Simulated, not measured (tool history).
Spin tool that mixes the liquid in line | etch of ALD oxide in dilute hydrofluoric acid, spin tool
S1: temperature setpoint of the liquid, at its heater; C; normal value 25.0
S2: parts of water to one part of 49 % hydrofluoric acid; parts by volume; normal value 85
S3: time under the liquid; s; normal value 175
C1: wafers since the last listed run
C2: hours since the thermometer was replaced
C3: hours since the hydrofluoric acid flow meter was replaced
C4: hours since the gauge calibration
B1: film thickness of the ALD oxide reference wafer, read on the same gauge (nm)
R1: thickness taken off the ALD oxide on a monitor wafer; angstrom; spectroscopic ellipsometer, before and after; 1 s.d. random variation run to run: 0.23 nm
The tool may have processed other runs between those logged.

run,day,S1,S2,S3,C1,C2,C3,C4,B1,R1
1,0.000,22.0,55,175,0,658.5,632.1,863.0,99.99,308.7
2,2.192,22.0,55,175,412,711.1,684.7,915.6,99.99,307.0
3,4.375,22.0,55,175,411,763.5,737.1,968.0,100.00,301.7
4,7.283,25.0,85,175,547,833.3,806.9,1037.8,100.00,211.3
5,9.583,25.0,85,175,433,888.5,862.1,1093.0,100.02,209.8
6,11.596,25.0,85,105,378,936.8,910.4,1141.3,100.01,126.1
7,12.600,25.0,85,175,189,960.9,934.5,1165.4,99.99,208.6
# day 13.883: hydrofluoric acid flow meter replaced
8,14.092,25.0,85,175,272,996.7,5.0,1201.2,100.01,229.6
9,16.562,25.0,85,175,465,1056.0,64.3,1260.5,100.00,224.7
10,19.500,22.5,85,105,553,1126.5,134.8,1331.0,100.01,124.1
11,20.712,22.5,85,105,228,1155.6,163.9,1360.1,100.02,122.0
# day 21.262: thermometer replaced
12,23.396,22.5,85,105,497,51.2,228.3,1424.5,100.01,121.2
13,26.233,25.0,85,115,534,119.3,296.4,1492.6,99.99,148.5
# day 27.396: gauge calibrated
14,28.517,25.0,85,115,429,174.1,351.2,26.9,99.97,145.2
15,29.875,25.0,85,175,255,206.7,383.8,59.5,99.99,219.9
16,30.921,25.0,85,175,196,231.8,408.9,84.6,99.97,219.2
17,37.892,25.0,85,175,1312,399.1,576.2,251.9,100.00,215.0
18,39.279,25.0,85,100,261,432.4,609.5,285.2,100.02,124.3
19,41.650,20.5,50,215,446,489.3,666.4,342.1,100.00,386.0
20,43.442,25.0,85,145,337,532.3,709.4,385.1,100.01,177.3
21,44.904,27.5,75,260,275,567.4,744.5,420.2,100.00,399.2
# day 47.604: hydrofluoric acid flow meter replaced
22,53.500,25.0,85,175,1610,773.7,141.5,626.5,100.00,223.9
23,55.421,25.0,85,80,361,819.8,187.6,672.6,99.98,100.1
24,58.067,25.0,85,80,498,883.3,251.1,736.1,100.00,99.8
25,59.550,20.0,70,175,279,918.9,286.7,771.7,100.00,224.9
# day 62.600: thermometer replaced
26,66.825,28.5,105,205,1361,101.4,461.3,946.3,100.00,231.0
27,69.562,22.0,75,110,515,167.1,527.0,1012.0,100.03,135.8
28,72.533,28.0,70,245,559,238.4,598.3,1083.3,99.98,416.8
29,74.762,25.0,85,175,419,291.9,651.8,1136.8,100.00,211.0
30,75.992,25.0,85,80,231,321.4,681.3,1166.3,100.00,96.6
31,77.233,27.0,105,175,233,351.2,711.1,1196.1,100.00,178.8
# day 79.154: hydrofluoric acid flow meter replaced
32,79.542,25.0,85,175,426,406.6,9.3,1251.5,100.00,230.1

How would selected steps in R1 from run to run divide? Give the signed amount a tool lacking its hidden state would still show from settings, what came in and random variation, and the signed amount left for the hidden state, including any gauge scatter that is not in both of the compared results.
Hidden state present: liquid colder than its thermometer reads (K); hydrofluoric acid flow below the setpoint (%); gauge reads high (%).
Run 7 -> 8: hydrofluoric acid flow meter replaced. R1 +21.0 angstrom: hidden state +22.3, all else -1.3.
Run 18 -> 19: S1 25.0 -> 20.5, S2 85 -> 50, S3 100 -> 215. R1 +261.7 angstrom: hidden state -21.2, all else +282.9.
Run 20 -> 21: S1 25.0 -> 27.5, S2 85 -> 75, S3 145 -> 260. R1 +221.9 angstrom: hidden state -21.3, all else +243.2.
Run 21 -> 22: S1 27.5 -> 25.0, S2 75 -> 85, S3 260 -> 175, hydrofluoric acid flow meter replaced. R1 -175.3 angstrom: hidden state +29.8, all else -205.1.
Run 27 -> 28: S1 22.0 -> 28.0, S2 75 -> 70, S3 110 -> 245. R1 +281.0 angstrom: hidden state -25.9, all else +306.9.
